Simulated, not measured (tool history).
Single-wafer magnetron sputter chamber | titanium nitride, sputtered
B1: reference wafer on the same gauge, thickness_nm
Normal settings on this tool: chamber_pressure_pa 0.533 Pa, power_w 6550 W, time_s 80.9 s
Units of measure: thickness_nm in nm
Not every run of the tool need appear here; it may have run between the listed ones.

run 1 hour=0 | chamber_pressure_pa=0.533 power_w=6550 time_s=90.2 | B1=111.206 | thickness_nm=105.627
run 2 hour=64.3 | chamber_pressure_pa=0.533 power_w=6550 time_s=90.2 | B1=111.029 | thickness_nm=105.527
run 3 hour=116 | chamber_pressure_pa=0.533 power_w=6550 time_s=90.2 | B1=111.138 | thickness_nm=105.556
run 4 hour=140.6 | chamber_pressure_pa=0.591 power_w=6550 time_s=80.9 | B1=111.105 | thickness_nm=91.52
run 5 hour=175.2 | chamber_pressure_pa=0.591 power_w=6550 time_s=80.9 | B1=111.155 | thickness_nm=91.778
run 6 hour=206.2 | chamber_pressure_pa=0.533 power_w=6550 time_s=80.9 | B1=111.227 | thickness_nm=94.383
-- hour=226.4 sputter target and shields replaced
run 7 hour=266.7 | chamber_pressure_pa=0.533 power_w=6550 time_s=80.9 | B1=111.143 | thickness_nm=94.889
run 8 hour=302 | chamber_pressure_pa=0.533 power_w=6550 time_s=80.9 | B1=111.096 | thickness_nm=94.315
run 9 hour=359.2 | chamber_pressure_pa=0.533 power_w=6550 time_s=80.9 | B1=111.157 | thickness_nm=94.652
run 10 hour=386.5 | chamber_pressure_pa=0.533 power_w=6550 time_s=80.9 | B1=111.05 | thickness_nm=94.238
run 11 hour=455.5 | chamber_pressure_pa=0.533 power_w=6550 time_s=71.5 | B1=111.092 | thickness_nm=83.337
run 12 hour=524.3 | chamber_pressure_pa=0.533 power_w=6550 time_s=80.9 | B1=110.941 | thickness_nm=94.801
-- hour=546.4 sputter target and shields replaced
run 13 hour=563.4 | chamber_pressure_pa=0.637 power_w=5150 time_s=95.8 | B1=111.161 | thickness_nm=94.106
run 14 hour=610.7 | chamber_pressure_pa=0.533 power_w=4950 time_s=87.9 | B1=111.272 | thickness_nm=89.548
run 15 hour=664 | chamber_pressure_pa=0.324 power_w=6550 time_s=73.9 | B1=111.145 | thickness_nm=95.368
-- hour=712.5 magnet pack replaced
run 16 hour=735.7 | chamber_pressure_pa=0.341 power_w=8100 time_s=75.6 | B1=111.161 | thickness_nm=109.21
-- hour=774.8 capacitance manometer re-zeroed and calibrated
run 17 hour=775.3 | chamber_pressure_pa=0.699 power_w=7950 time_s=69 | B1=111.072 | thickness_nm=82.84
-- hour=814.8 sputter target and shields replaced
run 18 hour=833.7 | chamber_pressure_pa=0.329 power_w=6550 time_s=70 | B1=111.139 | thickness_nm=89.439
run 19 hour=881.5 | chamber_pressure_pa=0.637 power_w=5150 time_s=95.8 | B1=111.089 | thickness_nm=94.61
run 20 hour=953.1 | chamber_pressure_pa=0.669 power_w=6050 time_s=90 | B1=111.114 | thickness_nm=94.481
-- hour=989.5 gauge calibrated
run 21 hour=1023.7 | chamber_pressure_pa=0.47 power_w=6550 time_s=91.3 | B1=111.129 | thickness_nm=109.511
run 22 hour=1093 | chamber_pressure_pa=0.533 power_w=6550 time_s=80.9 | B1=111.127 | thickness_nm=94.627
-- hour=1142.8 sputter target and shields replaced
run 23 hour=1153.6 | chamber_pressure_pa=0.646 power_w=5500 time_s=80.9 | B1=110.95 | thickness_nm=82.07
run 24 hour=1202.9 | chamber_pressure_pa=0.533 power_w=6550 time_s=80.9 | B1=111.151 | thickness_nm=94.333
run 25 hour=1266.2 | chamber_pressure_pa=0.649 power_w=7750 time_s=75.1 | B1=111.076 | thickness_nm=90.53

Below are 5 alternative next runs, each starting from the tool's condition after run 25. Predict each:
run A hour=1266.6 | chamber_pressure_pa=0.533 power_w=6550 time_s=80.9 | B1=? | thickness_nm=?
run B hour=1266.6 | chamber_pressure_pa=0.533 power_w=7450 time_s=66.1 | B1=? | thickness_nm=?
run C hour=1266.6 | chamber_pressure_pa=0.533 power_w=5000 time_s=68.1 | B1=? | thickness_nm=?
run D hour=1266.6 | chamber_pressure_pa=0.533 power_w=7450 time_s=91.7 | B1=? | thickness_nm=?
run E hour=1266.6 | chamber_pressure_pa=0.626 power_w=6550 time_s=80.9 | B1=? | thickness_nm=?

run=A B1=111.022 thickness_nm=94.054
run=B B1=111.022 thickness_nm=82.48
run=C B1=111.022 thickness_nm=69.18
run=D B1=111.022 thickness_nm=114.424
run=E B1=111.022 thickness_nm=90.111
The same runs, with their run-to-run variation unchanged, on a tool lacking any hidden condition would have given:
run=A thickness_nm=94.054
run=B thickness_nm=82.48
run=C thickness_nm=69.18
run=D thickness_nm=114.424
run=E thickness_nm=90.111
